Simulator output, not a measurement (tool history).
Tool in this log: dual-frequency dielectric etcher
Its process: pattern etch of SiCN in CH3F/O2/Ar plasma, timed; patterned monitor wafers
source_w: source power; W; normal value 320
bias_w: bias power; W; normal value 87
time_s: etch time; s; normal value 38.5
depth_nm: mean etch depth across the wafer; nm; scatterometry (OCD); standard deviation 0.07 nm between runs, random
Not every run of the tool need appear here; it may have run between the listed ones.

| run | day | source_w | bias_w | time_s | read-back reference wafer on the same gauge, depth_nm | depth_nm |
|---|---|---|---|---|---|---|
| 1 | 0.000 | 320 | 104 | 38.5 | 16.03 | 15.54 |
|  | 1.254 | wet clean of the chamber |
| 2 | 4.004 | 320 | 104 | 38.5 | 16.07 | 15.55 |
| 3 | 7.504 | 320 | 104 | 38.5 | 16.13 | 15.59 |
| 4 | 9.450 | 320 | 87 | 38.5 | 16.08 | 14.99 |
| 5 | 13.783 | 320 | 87 | 38.5 | 16.14 | 14.93 |
| 6 | 18.912 | 320 | 100 | 38.5 | 16.17 | 15.67 |
|  | 24.517 | wet clean of the chamber |
| 7 | 30.912 | 320 | 100 | 38.5 | 16.20 | 15.57 |
| 8 | 33.392 | 320 | 100 | 38.5 | 16.22 | 15.52 |
|  | 35.629 | bias power generator calibrated |
| 9 | 36.588 | 370 | 87 | 38.5 | 16.28 | 15.55 |
| 10 | 40.933 | 320 | 87 | 38.5 | 16.29 | 15.09 |
|  | 43.550 | wet clean of the chamber |
| 11 | 43.571 | 320 | 87 | 38.5 | 16.25 | 15.01 |
| 12 | 45.354 | 320 | 74 | 38.5 | 16.30 | 14.70 |
| 13 | 48.733 | 320 | 71 | 29.0 | 16.31 | 10.98 |
| 14 | 58.000 | 320 | 87 | 38.5 | 16.31 | 15.12 |
|  | 59.954 | source power generator calibrated |
| 15 | 59.975 | 300 | 87 | 29.5 | 16.30 | 11.51 |
| 16 | 63.342 | 270 | 65 | 27.5 | 16.31 | 9.92 |
|  | 64.367 | wet clean of the chamber |
|  | 65.921 | upper electrode replaced |
| 17 | 67.304 | 380 | 65 | 42.5 | 16.30 | 16.41 |
|  | 70.158 | gauge calibrated |
| 18 | 71.725 | 320 | 87 | 38.5 | 15.59 | 14.50 |
| 19 | 75.358 | 320 | 105 | 38.5 | 15.67 | 15.12 |
| 20 | 77.167 | 270 | 87 | 38.5 | 15.65 | 14.14 |
| 21 | 81.092 | 320 | 87 | 38.5 | 15.74 | 14.65 |
| 22 | 82.738 | 240 | 69 | 38.5 | 15.78 | 13.27 |
|  | 84.871 | wet clean of the chamber |
| 23 | 84.892 | 400 | 102 | 35.5 | 15.81 | 14.74 |
| 24 | 87.908 | 320 | 87 | 38.5 | 15.86 | 14.92 |
| 25 | 91.125 | 340 | 87 | 38.5 | 15.92 | 14.86 |

4 options for the next run, each taken on its own from the tool as it stands now. Forecast them:
| A | 91.142 | 320 | 87 | 46.0 | ? | ? |
| B | 91.142 | 260 | 108 | 30.0 | ? | ? |
| C | 91.142 | 320 | 73 | 38.5 | ? | ? |
| D | 91.142 | 260 | 94 | 32.5 | ? | ? |

| run | read-back reference wafer on the same gauge, depth_nm | depth_nm |
|---|---|---|
| A | 15.88 | 17.68 |
| B | 15.88 | 11.60 |
| C | 15.88 | 14.29 |
| D | 15.88 | 12.18 |
Without the tool's hidden state the same runs would have given:
| run | depth_nm |
|---|---|
| A | 17.35 |
| B | 11.38 |
| C | 14.02 |
| D | 11.95 |

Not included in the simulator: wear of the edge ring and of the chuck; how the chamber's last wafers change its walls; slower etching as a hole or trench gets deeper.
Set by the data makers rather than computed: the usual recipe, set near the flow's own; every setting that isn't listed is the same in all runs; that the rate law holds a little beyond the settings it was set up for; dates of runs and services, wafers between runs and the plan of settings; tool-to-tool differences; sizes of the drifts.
